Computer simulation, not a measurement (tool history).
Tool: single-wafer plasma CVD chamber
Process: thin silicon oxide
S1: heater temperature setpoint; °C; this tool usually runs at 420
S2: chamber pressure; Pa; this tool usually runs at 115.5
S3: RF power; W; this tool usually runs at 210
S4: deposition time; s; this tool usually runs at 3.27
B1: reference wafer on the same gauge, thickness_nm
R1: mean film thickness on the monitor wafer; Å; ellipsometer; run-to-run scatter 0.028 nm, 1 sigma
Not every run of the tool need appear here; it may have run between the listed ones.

Run 1, hour 0.0: usual settings; B1 6.212. Result: R1 56.34 Å.
Run 2, hour 134.9: usual settings but S4 3.58 s; B1 6.225. Result: R1 60.72 Å.
At hour 196.8: capacitance manometer re-zeroed and calibrated.
Run 3, hour 210.0: usual settings but S1 424 °C, S3 225 W; B1 6.230. Result: R1 58.82 Å.
Run 4, hour 296.7: usual settings but S1 424 °C, S3 225 W; B1 6.217. Result: R1 57.98 Å.
Run 5, hour 403.2: usual settings; B1 6.227. Result: R1 55.77 Å.
Run 6, hour 459.0: usual settings; B1 6.221. Result: R1 55.18 Å.
Run 7, hour 604.9: usual settings but S1 428 °C, S3 235 W; B1 6.215. Result: R1 57.43 Å.
Run 8, hour 679.9: usual settings; B1 6.221. Result: R1 54.51 Å.
At hour 750.2: showerhead replaced.
Run 9, hour 801.3: usual settings; B1 6.211. Result: R1 54.27 Å.
Run 10, hour 888.8: usual settings; B1 6.232. Result: R1 54.32 Å.
At hour 914.4: RF generator calibrated.
Run 11, hour 942.9: usual settings but S1 412 °C, S3 190 W; B1 6.213. Result: R1 53.85 Å.
Run 12, hour 1043.7: usual settings but S1 430 °C, S2 88.3 Pa, S3 235 W, S4 3.90 s; B1 6.213. Result: R1 54.59 Å.
At hour 1059.9: gauge calibrated.
Run 13, hour 1135.9: usual settings but S1 427 °C; B1 6.231. Result: R1 54.73 Å.
Run 14, hour 1204.7: usual settings; B1 6.219. Result: R1 55.15 Å.
Run 15, hour 1263.0: usual settings but S1 431 °C; B1 6.215. Result: R1 54.26 Å.
At hour 1377.7: thermocouple changed; heater temperature recalibrated.
Run 16, hour 1445.8: usual settings but S4 3.62 s; B1 6.218. Result: R1 60.09 Å.
At hour 1493.8: capacitance manometer re-zeroed and calibrated.
Run 17, hour 1514.0: usual settings but S2 133.7 Pa, S3 230 W; B1 6.238. Result: R1 64.94 Å.
Run 18, hour 1610.9: usual settings but S2 135.3 Pa; B1 6.225. Result: R1 63.06 Å.
Run 19, hour 1690.5: usual settings but S1 425 °C; B1 6.220. Result: R1 55.52 Å.
Run 20, hour 1796.2: usual settings; B1 6.216. Result: R1 54.75 Å.
Run 21, hour 1979.1: usual settings but S1 429 °C, S2 125.6 Pa, S3 240 W, S4 3.09 s; B1 6.222. Result: R1 58.05 Å.
At hour 2004.6: RF generator calibrated.
Run 22, hour 2034.7: usual settings; B1 6.214. Result: R1 55.97 Å.
Run 23, hour 2124.3: usual settings but S2 132.9 Pa, S3 180 W; B1 6.231. Result: R1 57.71 Å.
Run 24, hour 2214.4: usual settings but S2 128.8 Pa; B1 6.228. Result: R1 60.03 Å.
Run 25, hour 2251.1: usual settings but S1 408 °C; B1 6.222. Result: R1 55.53 Å.
Run 26, hour 2350.0: usual settings but S1 412 °C, S2 92.7 Pa, S3 190 W, S4 2.94 s; B1 6.220. Result: R1 39.44 Å.
Run 27, hour 2391.5: usual settings; B1 6.216. Result: R1 55.16 Å.
Run 28, hour 2480.0: usual settings but S1 426 °C, S4 3.51 s; B1 6.233. Result: R1 58.19 Å.

4 ways to go on from here, each from the tool as it stands after run 28. What would each give?
Run A, hour 2480.4: usual settings; B1 ?. Result: R1 ?.
Run B, hour 2480.4: usual settings but S3 240 W; B1 ?. Result: R1 ?.
Run C, hour 2480.4: usual settings but S1 429 °C, S3 195 W, S4 3.85 s; B1 ?. Result: R1 ?.
Run D, hour 2480.4: usual settings but S2 132.4 Pa, S3 190 W, S4 3.53 s; B1 ?. Result: R1 ?.

run     B1     R1
  A  6.224  53.96
  B  6.224  57.31
  C  6.224  60.96
  D  6.224  61.40
With no hidden state in the tool, these same runs would have given:
run     R1
  A  57.64
  B  61.10
  C  65.11
  D  65.58
